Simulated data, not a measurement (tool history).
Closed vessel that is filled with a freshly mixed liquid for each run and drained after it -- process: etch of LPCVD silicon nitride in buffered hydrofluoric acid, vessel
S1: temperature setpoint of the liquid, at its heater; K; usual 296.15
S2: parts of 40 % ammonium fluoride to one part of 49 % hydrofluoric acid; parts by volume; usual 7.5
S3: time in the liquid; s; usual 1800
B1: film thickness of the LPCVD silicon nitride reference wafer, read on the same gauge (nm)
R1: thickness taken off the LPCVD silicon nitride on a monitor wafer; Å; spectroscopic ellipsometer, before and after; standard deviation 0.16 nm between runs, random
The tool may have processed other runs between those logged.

run	hour	S1	S2	S3	B1	R1
1	0.0	294.65	7.5	1800	60.02	294.3
2	17.5	296.15	8.5	1800	60.02	277.8
3	32.6	296.15	8.5	1800	59.96	277.0
4	43.8	296.15	8.5	1800	59.96	277.2
5	75.1	296.15	7.5	1800	59.97	314.2
6	90.2	296.15	7.5	1800	60.01	314.4
7	97.7	296.15	7.5	1800	60.00	315.5
# hour 106.3: hydrofluoric acid flow meter replaced
8	112.6	296.15	7.5	2585	60.01	481.8
9	122.5	296.15	7.5	1800	60.00	331.7
# hour 130.9: thermometer replaced
10	132.4	296.15	7.5	1800	60.01	370.3
11	148.0	296.15	7.5	1800	59.97	369.1
12	155.6	296.15	7.5	1800	59.99	372.0
13	164.4	296.15	7.5	1800	60.02	369.2
14	178.1	293.65	10.0	795	60.01	108.3
# hour 190.0: gauge calibrated
15	193.1	296.15	7.5	1800	60.00	365.9
16	200.6	297.65	9.0	1210	60.02	220.7
17	214.4	293.15	10.0	1800	60.03	238.6
18	223.8	297.65	6.5	1140	59.99	286.7
19	230.1	296.15	10.0	1800	59.98	282.7
20	237.2	296.15	9.5	1800	60.00	290.8
21	250.0	300.15	5.5	740	60.00	247.1
22	265.4	296.15	7.5	1800	60.03	365.6
23	279.9	296.15	6.0	2160	60.01	537.1
24	295.0	293.15	9.0	1440	60.01	201.6
25	308.0	293.65	7.5	1800	59.98	315.2

Branching from run 25: 4 alternative next runs. What would each branch give?
A	309.1	296.15	5.5	1800	?	?
B	309.1	292.65	9.0	1800	?	?
C	309.1	294.65	5.5	2345	?	?
D	309.1	292.65	10.5	1500	?	?

run	B1	R1
A	60.00	482.5
B	60.00	246.5
C	60.00	578.5
D	60.00	182.4
Without the tool's hidden state the same runs would have given:
run	R1
A	514.0
B	262.1
C	616.6
D	194.9
